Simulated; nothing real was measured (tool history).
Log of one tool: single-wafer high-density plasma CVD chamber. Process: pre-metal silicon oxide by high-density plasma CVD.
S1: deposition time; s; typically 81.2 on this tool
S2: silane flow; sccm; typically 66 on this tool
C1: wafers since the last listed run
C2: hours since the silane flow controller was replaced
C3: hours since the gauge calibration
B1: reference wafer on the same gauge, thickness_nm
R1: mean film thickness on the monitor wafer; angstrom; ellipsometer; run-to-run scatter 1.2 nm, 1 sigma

run 1 hour=0.0 | S1=81.2 S2=66 | C1=0 C2=1140.1 C3=310.0 | B1=641.986 | R1=5699.26
run 2 hour=17.7 | S1=81.2 S2=66 | C1=229 C2=1157.8 C3=327.7 | B1=642.274 | R1=5675.16
run 3 hour=33.8 | S1=81.2 S2=66 | C1=208 C2=1173.9 C3=343.8 | B1=641.709 | R1=5692.97
run 4 hour=128.0 | S1=81.2 S2=66 | C1=1220 C2=1268.1 C3=438.0 | B1=641.715 | R1=5669.51
run 5 hour=141.4 | S1=73.3 S2=66 | C1=173 C2=1281.5 C3=451.4 | B1=642.073 | R1=5118.44
run 6 hour=169.8 | S1=81.2 S2=66 | C1=367 C2=1309.9 C3=479.8 | B1=642.080 | R1=5686.78
run 7 hour=188.1 | S1=81.2 S2=66 | C1=237 C2=1328.2 C3=498.1 | B1=642.168 | R1=5667.36
run 8 hour=212.6 | S1=74.7 S2=76 | C1=317 C2=1352.7 C3=522.6 | B1=642.171 | R1=5875.57
run 9 hour=233.6 | S1=74.7 S2=76 | C1=272 C2=1373.7 C3=543.6 | B1=642.020 | R1=5890.75
run 10 hour=247.9 | S1=81.2 S2=66 | C1=185 C2=1388.0 C3=557.9 | B1=642.106 | R1=5679.71
run 11 hour=322.4 | S1=81.2 S2=66 | C1=965 C2=1462.5 C3=632.4 | B1=642.040 | R1=5669.92
run 12 hour=355.8 | S1=81.2 S2=66 | C1=432 C2=1495.9 C3=665.8 | B1=642.169 | R1=5653.67
run 13 hour=383.9 | S1=81.2 S2=66 | C1=364 C2=1524.0 C3=693.9 | B1=642.069 | R1=5664.31
run 14 hour=405.2 | S1=81.2 S2=66 | C1=275 C2=1545.3 C3=715.2 | B1=641.961 | R1=5649.45
run 15 hour=419.2 | S1=81.2 S2=66 | C1=181 C2=1559.3 C3=729.2 | B1=641.841 | R1=5644.64
-- hour=427.3 gauge calibrated
run 16 hour=436.3 | S1=76.3 S2=54 | C1=221 C2=1576.4 C3=9.0 | B1=642.251 | R1=4489.57
run 17 hour=468.8 | S1=74.7 S2=76 | C1=421 C2=1608.9 C3=41.5 | B1=641.726 | R1=5852.05
run 18 hour=497.8 | S1=91.1 S2=72 | C1=375 C2=1637.9 C3=70.5 | B1=642.105 | R1=6802.48
run 19 hour=529.7 | S1=87.0 S2=73 | C1=413 C2=1669.8 C3=102.4 | B1=641.991 | R1=6580.82
run 20 hour=562.7 | S1=81.2 S2=66 | C1=427 C2=1702.8 C3=135.4 | B1=641.968 | R1=5618.24
run 21 hour=585.0 | S1=91.9 S2=79 | C1=288 C2=1725.1 C3=157.7 | B1=641.860 | R1=7425.75
run 22 hour=617.3 | S1=93.7 S2=66 | C1=418 C2=1757.4 C3=190.0 | B1=641.959 | R1=6478.78
-- hour=669.5 silane flow controller replaced
run 23 hour=705.4 | S1=70.5 S2=66 | C1=1037 C2=35.9 C3=278.1 | B1=642.058 | R1=4985.66
run 24 hour=729.4 | S1=89.5 S2=73 | C1=310 C2=59.9 C3=302.1 | B1=642.059 | R1=6881.28
run 25 hour=837.4 | S1=81.2 S2=66 | C1=1399 C2=167.9 C3=410.1 | B1=642.116 | R1=5724.91
run 26 hour=870.3 | S1=81.2 S2=66 | C1=426 C2=200.8 C3=443.0 | B1=641.938 | R1=5745.51
run 27 hour=892.6 | S1=81.2 S2=66 | C1=288 C2=223.1 C3=465.3 | B1=641.836 | R1=5750.24
run 28 hour=916.7 | S1=90.3 S2=77 | C1=312 C2=247.2 C3=489.4 | B1=641.950 | R1=7284.78
run 29 hour=940.8 | S1=81.2 S2=66 | C1=312 C2=271.3 C3=513.5 | B1=641.979 | R1=5736.58
run 30 hour=969.3 | S1=88.5 S2=56 | C1=369 C2=299.8 C3=542.0 | B1=642.009 | R1=5467.03
run 31 hour=997.9 | S1=81.2 S2=76 | C1=370 C2=328.4 C3=570.6 | B1=641.931 | R1=6471.08

4 options for the next run, each taken on its own from the tool as it stands now. Forecast them:
run A hour=998.3 | S1=81.2 S2=66 | C1=5 C2=328.8 C3=571.0 | B1=? | R1=?
run B hour=998.3 | S1=81.2 S2=75 | C1=5 C2=328.8 C3=571.0 | B1=? | R1=?
run C hour=998.3 | S1=71.0 S2=76 | C1=5 C2=328.8 C3=571.0 | B1=? | R1=?
run D hour=998.3 | S1=74.9 S2=78 | C1=5 C2=328.8 C3=571.0 | B1=? | R1=?

run=A B1=641.759 R1=5733.35
run=B B1=641.759 R1=6389.18
run=C B1=641.759 R1=5650.32
run=D B1=641.759 R1=6095.12
What these runs would have given with no unlogged condition in the tool:
run=A R1=5743.17
run=B R1=6400.13
run=C R1=5660.00
run=D R1=6105.57
